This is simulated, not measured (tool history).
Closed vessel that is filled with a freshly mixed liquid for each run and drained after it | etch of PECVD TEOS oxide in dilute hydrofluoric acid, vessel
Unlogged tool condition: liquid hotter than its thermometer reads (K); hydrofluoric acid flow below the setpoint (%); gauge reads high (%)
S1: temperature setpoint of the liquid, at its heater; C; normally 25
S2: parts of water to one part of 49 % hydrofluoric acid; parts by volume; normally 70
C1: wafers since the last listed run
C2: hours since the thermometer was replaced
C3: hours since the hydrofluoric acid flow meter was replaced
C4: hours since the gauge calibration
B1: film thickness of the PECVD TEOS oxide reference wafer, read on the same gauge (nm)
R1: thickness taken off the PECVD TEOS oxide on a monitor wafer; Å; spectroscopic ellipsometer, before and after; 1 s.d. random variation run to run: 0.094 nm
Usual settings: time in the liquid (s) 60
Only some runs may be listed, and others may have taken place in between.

Run 1, hour 0: usual settings but S2 80 parts by volume; C1 0; C2 2851.7; C3 966.7; C4 116.9; B1 50. Result: R1 110.2 Å.
Run 2, hour 14.6: usual settings but S2 80 parts by volume; C1 979; C2 2866.3; C3 981.3; C4 131.5; B1 50. Result: R1 111.7 Å.
Run 3, hour 26.2: usual settings but S2 80 parts by volume; C1 778; C2 2877.9; C3 992.9; C4 143.1; B1 49.98. Result: R1 109.7 Å.
Run 4, hour 43.7: usual settings but S1 28 C; C1 1174; C2 2895.4; C3 1010.4; C4 160.6; B1 50.03. Result: R1 143.9 Å.
Run 5, hour 51.9: usual settings but S2 95 parts by volume; C1 550; C2 2903.6; C3 1018.6; C4 168.8; B1 50. Result: R1 91.4 Å.
Run 6, hour 58: usual settings but S2 95 parts by volume; C1 409; C2 2909.7; C3 1024.7; C4 174.9; B1 50. Result: R1 91.7 Å.
Run 7, hour 74.8: usual settings but S2 95 parts by volume; C1 1127; C2 2926.5; C3 1041.5; C4 191.7; B1 50. Result: R1 90.5 Å.
Run 8, hour 85.6: usual settings but S2 90 parts by volume; C1 724; C2 2937.3; C3 1052.3; C4 202.5; B1 50.02. Result: R1 97.3 Å.
Run 9, hour 102: usual settings; C1 1100; C2 2953.7; C3 1068.7; C4 218.9; B1 49.98. Result: R1 127.8 Å.
Run 10, hour 118.4: usual settings; C1 1100; C2 2970.1; C3 1085.1; C4 235.3; B1 50. Result: R1 127.6 Å.
Run 11, hour 126.1: usual settings; C1 516; C2 2977.8; C3 1092.8; C4 243; B1 49.99. Result: R1 128 Å.
Run 12, hour 146.1: usual settings; C1 1342; C2 2997.8; C3 1112.8; C4 263; B1 50.01. Result: R1 127.4 Å.
Run 13, hour 158.7: usual settings; C1 845; C2 3010.4; C3 1125.4; C4 275.6; B1 50. Result: R1 127.6 Å.
Run 14, hour 171.1: usual settings but S2 50 parts by volume, time in the liquid (s) 85; C1 832; C2 3022.8; C3 1137.8; C4 288; B1 50.01. Result: R1 258.2 Å.
Run 15, hour 188.8: usual settings but S2 50 parts by volume, time in the liquid (s) 85; C1 1187; C2 3040.5; C3 1155.5; C4 305.7; B1 50.03. Result: R1 257.6 Å.
Run 16, hour 206.2: usual settings but time in the liquid (s) 50; C1 1167; C2 3057.9; C3 1172.9; C4 323.1; B1 49.98. Result: R1 106 Å.
Run 17, hour 215.6: usual settings but S1 27.5 C, S2 100 parts by volume, time in the liquid (s) 45; C1 630; C2 3067.3; C3 1182.3; C4 332.5; B1 49.99. Result: R1 70.2 Å.
Run 18, hour 233.2: usual settings but time in the liquid (s) 90; C1 1181; C2 3084.9; C3 1199.9; C4 350.1; B1 50.05. Result: R1 190.4 Å.
Run 19, hour 242.5: usual settings; C1 624; C2 3094.2; C3 1209.2; C4 359.4; B1 50.01. Result: R1 126.2 Å.
Run 20, hour 251.5: usual settings but S1 26.5 C, time in the liquid (s) 85; C1 604; C2 3103.2; C3 1218.2; C4 368.4; B1 50.02. Result: R1 189.1 Å.
At hour 253.4: thermometer replaced.
Run 21, hour 260.3: usual settings but S1 30 C, S2 80 parts by volume, time in the liquid (s) 45; C1 523; C2 6.9; C3 1227; C4 377.2; B1 49.98. Result: R1 99.6 Å.
Run 22, hour 268.7: usual settings but S1 22 C, S2 50 parts by volume; C1 563; C2 15.3; C3 1235.4; C4 385.6; B1 50.02. Result: R1 160 Å.
At hour 269: gauge calibrated.
At hour 283.2: hydrofluoric acid flow meter replaced.
Run 23, hour 312.4: usual settings but S1 29.5 C, S2 85 parts by volume, time in the liquid (s) 35; C1 2865; C2 59; C3 29.2; C4 43.4; B1 50.03. Result: R1 64.3 Å.
Run 24, hour 327.9: usual settings; C1 1040; C2 74.5; C3 44.7; C4 58.9; B1 50.01. Result: R1 114.5 Å.
Run 25, hour 345: usual settings but S2 50 parts by volume; C1 1147; C2 91.6; C3 61.8; C4 76; B1 50. Result: R1 166 Å.
At hour 358.2: hydrofluoric acid flow meter replaced, repeated, since the last time left the tool worse.
Run 26, hour 358.7: usual settings; C1 852; C2 105.3; C3 0.5; C4 89.7; B1 50. Result: R1 138.9 Å.
Run 27, hour 368.3: usual settings but S1 29.5 C, S2 85 parts by volume, time in the liquid (s) 80; C1 644; C2 114.9; C3 10.1; C4 99.3; B1 49.97. Result: R1 175.2 Å.
Run 28, hour 385.9: usual settings but S1 20.5 C, S2 45 parts by volume, time in the liquid (s) 35; C1 1181; C2 132.5; C3 27.7; C4 116.9; B1 50.03. Result: R1 106.5 Å.
Run 29, hour 403.1: usual settings; C1 1154; C2 149.7; C3 44.9; C4 134.1; B1 50. Result: R1 135.7 Å.
Run 30, hour 419.8: usual settings; C1 1120; C2 166.4; C3 61.6; C4 150.8; B1 49.98. Result: R1 134.7 Å.
Run 31, hour 426.9: usual settings but S1 21.5 C, time in the liquid (s) 30; C1 476; C2 173.5; C3 68.7; C4 157.9; B1 50.03. Result: R1 59.3 Å.
Run 32, hour 435.8: usual settings; C1 597; C2 182.4; C3 77.6; C4 166.8; B1 50.01. Result: R1 136.7 Å.

For some of the steps in R1 from one run to the next: how much would appear even if the tool had no hidden state, given the settings, what came in and random variation, and how much remains for the hidden state plus any gauge scatter that the measured result and the result without hidden state don't share?
Run 13 -> 14: S2 70 -> 50, time in the liquid (s) 60 -> 85. R1 +130.6 Å: hidden state -11.3, all else +141.9.
Run 15 -> 16: S2 50 -> 70, time in the liquid (s) 85 -> 50. R1 -151.6 Å: hidden state +13.2, all else -164.8.
Run 17 -> 18: S1 27.5 -> 25, S2 100 -> 70, time in the liquid (s) 45 -> 90. R1 +120.2 Å: hidden state -11.3, all else +131.5.
Run 25 -> 26: S2 50 -> 70, hydrofluoric acid flow meter replaced, repeated, since the last time left the tool worse. R1 -27.1 Å: hidden state +31.6, all else -58.7.

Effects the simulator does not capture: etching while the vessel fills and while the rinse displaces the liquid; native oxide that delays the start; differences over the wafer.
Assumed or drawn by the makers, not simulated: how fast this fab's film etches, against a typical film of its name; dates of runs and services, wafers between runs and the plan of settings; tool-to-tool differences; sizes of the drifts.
